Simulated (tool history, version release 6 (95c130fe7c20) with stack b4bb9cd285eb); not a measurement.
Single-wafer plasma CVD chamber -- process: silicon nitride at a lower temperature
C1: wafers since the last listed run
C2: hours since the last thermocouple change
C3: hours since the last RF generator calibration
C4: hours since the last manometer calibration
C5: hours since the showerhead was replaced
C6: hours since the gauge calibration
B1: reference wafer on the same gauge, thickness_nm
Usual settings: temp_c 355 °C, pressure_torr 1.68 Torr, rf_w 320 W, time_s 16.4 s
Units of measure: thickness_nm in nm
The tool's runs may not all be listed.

run 1 day=0.000 | temp_c=355 pressure_torr=1.68 rf_w=320 time_s=16.4 | C1=0 C2=1364.8 C3=1423.1 C4=1149.5 C5=4214.2 C6=145.9 | B1=19.997 | thickness_nm=19.463
run 2 day=0.454 | temp_c=355 pressure_torr=1.68 rf_w=320 time_s=16.4 | C1=363 C2=1375.7 C3=1434.0 C4=1160.4 C5=4225.1 C6=156.8 | B1=20.002 | thickness_nm=19.474
run 3 day=0.833 | temp_c=355 pressure_torr=1.68 rf_w=320 time_s=16.4 | C1=303 C2=1384.8 C3=1443.1 C4=1169.5 C5=4234.2 C6=165.9 | B1=20.000 | thickness_nm=19.484
run 4 day=1.292 | temp_c=355 pressure_torr=1.68 rf_w=320 time_s=16.4 | C1=366 C2=1395.8 C3=1454.1 C4=1180.5 C5=4245.2 C6=176.9 | B1=20.006 | thickness_nm=19.458
run 5 day=1.800 | temp_c=355 pressure_torr=1.68 rf_w=320 time_s=16.4 | C1=406 C2=1408.0 C3=1466.3 C4=1192.7 C5=4257.4 C6=189.1 | B1=20.003 | thickness_nm=19.435
run 6 day=2.446 | temp_c=355 pressure_torr=1.68 rf_w=320 time_s=16.4 | C1=516 C2=1423.5 C3=1481.8 C4=1208.2 C5=4272.9 C6=204.6 | B1=20.000 | thickness_nm=19.377
run 7 day=2.721 | temp_c=355 pressure_torr=1.68 rf_w=320 time_s=16.4 | C1=219 C2=1430.1 C3=1488.4 C4=1214.8 C5=4279.5 C6=211.2 | B1=20.001 | thickness_nm=19.348
run 8 day=3.417 | temp_c=355 pressure_torr=1.68 rf_w=320 time_s=16.4 | C1=556 C2=1446.8 C3=1505.1 C4=1231.5 C5=4296.2 C6=227.9 | B1=19.998 | thickness_nm=19.373
run 9 day=3.879 | temp_c=355 pressure_torr=1.68 rf_w=320 time_s=16.4 | C1=369 C2=1457.9 C3=1516.2 C4=1242.6 C5=4307.3 C6=239.0 | B1=19.998 | thickness_nm=19.320
-- day=4.138 gauge calibrated
run 10 day=4.496 | temp_c=355 pressure_torr=1.68 rf_w=320 time_s=16.4 | C1=493 C2=1472.7 C3=1531.0 C4=1257.4 C5=4322.1 C6=8.6 | B1=19.998 | thickness_nm=19.339
run 11 day=5.150 | temp_c=355 pressure_torr=1.68 rf_w=320 time_s=16.4 | C1=523 C2=1488.4 C3=1546.7 C4=1273.1 C5=4337.8 C6=24.3 | B1=20.008 | thickness_nm=19.340
-- day=5.788 capacitance manometer re-zeroed and calibrated
run 12 day=5.808 | temp_c=360 pressure_torr=1.36 rf_w=365 time_s=18.9 | C1=259 C2=1504.2 C3=1562.5 C4=0.5 C5=4353.6 C6=40.1 | B1=20.000 | thickness_nm=22.707
run 13 day=6.112 | temp_c=343 pressure_torr=1.33 rf_w=305 time_s=14.7 | C1=243 C2=1511.5 C3=1569.8 C4=7.8 C5=4360.9 C6=47.4 | B1=20.001 | thickness_nm=15.859
run 14 day=6.471 | temp_c=355 pressure_torr=1.68 rf_w=270 time_s=16.4 | C1=286 C2=1520.1 C3=1578.4 C4=16.4 C5=4369.5 C6=56.0 | B1=20.005 | thickness_nm=17.320
-- day=7.079 showerhead replaced
run 15 day=7.100 | temp_c=355 pressure_torr=1.68 rf_w=320 time_s=16.4 | C1=236 C2=1535.2 C3=1593.5 C4=31.5 C5=0.5 C6=71.1 | B1=20.004 | thickness_nm=19.284
run 16 day=7.150 | temp_c=345 pressure_torr=1.86 rf_w=270 time_s=16.4 | C1=39 C2=1536.4 C3=1594.7 C4=32.7 C5=1.7 C6=72.3 | B1=20.001 | thickness_nm=17.904
-- day=7.758 thermocouple changed; heater temperature recalibrated
-- day=7.967 RF generator calibrated
run 17 day=7.988 | temp_c=355 pressure_torr=1.68 rf_w=320 time_s=16.4 | C1=234 C2=5.5 C3=0.5 C4=52.8 C5=21.8 C6=92.4 | B1=20.000 | thickness_nm=20.283
run 18 day=8.000 | temp_c=362 pressure_torr=1.27 rf_w=255 time_s=17.9 | C1=9 C2=5.8 C3=0.8 C4=53.1 C5=22.1 C6=92.7 | B1=19.997 | thickness_nm=17.773
run 19 day=8.342 | temp_c=355 pressure_torr=1.68 rf_w=320 time_s=16.4 | C1=273 C2=14.0 C3=9.0 C4=61.3 C5=30.3 C6=100.9 | B1=19.995 | thickness_nm=20.222
run 20 day=8.725 | temp_c=343 pressure_torr=1.68 rf_w=320 time_s=17.8 | C1=306 C2=23.2 C3=18.2 C4=70.5 C5=39.5 C6=110.1 | B1=20.002 | thickness_nm=22.134
run 21 day=9.012 | temp_c=355 pressure_torr=1.68 rf_w=320 time_s=16.4 | C1=229 C2=30.1 C3=25.1 C4=77.4 C5=46.4 C6=117.0 | B1=19.998 | thickness_nm=20.286
run 22 day=9.483 | temp_c=363 pressure_torr=1.44 rf_w=285 time_s=16.4 | C1=376 C2=41.4 C3=36.4 C4=88.7 C5=57.7 C6=128.3 | B1=19.995 | thickness_nm=18.045
run 23 day=10.125 | temp_c=355 pressure_torr=1.68 rf_w=320 time_s=19.6 | C1=513 C2=56.8 C3=51.8 C4=104.1 C5=73.1 C6=143.7 | B1=20.002 | thickness_nm=24.196

Take each entry between the runs: how does the hidden state at the last listed run before it differ from the hidden state at the first listed run after it?
Logged between run 9 and run 10: gauge calibrated (day 4.138)
  delivered RF power above the setpoint (%): -7.91 -> -8.06
  difference, measured minus the result without the unlogged condition, thickness_nm: -0.988 -> -1.009 nm
Logged between run 11 and run 12: capacitance manometer re-zeroed and calibrated (day 5.788)
  delivered RF power above the setpoint (%): -8.22 -> -8.38
  difference, measured minus the result without the unlogged condition, thickness_nm: -1.031 -> -1.180 nm
Logged between run 14 and run 15: showerhead replaced (day 7.079)
  delivered RF power above the setpoint (%): -8.55 -> -8.71
  difference, measured minus the result without the unlogged condition, thickness_nm: -1.019 -> -1.094 nm
Logged between run 16 and run 17: thermocouple changed; heater temperature recalibrated (day 7.758); RF generator calibrated (day 7.967)
  delivered RF power above the setpoint (%): -8.72 -> -0.723
  difference, measured minus the result without the unlogged condition, thickness_nm: -1.075 -> -0.089 nm
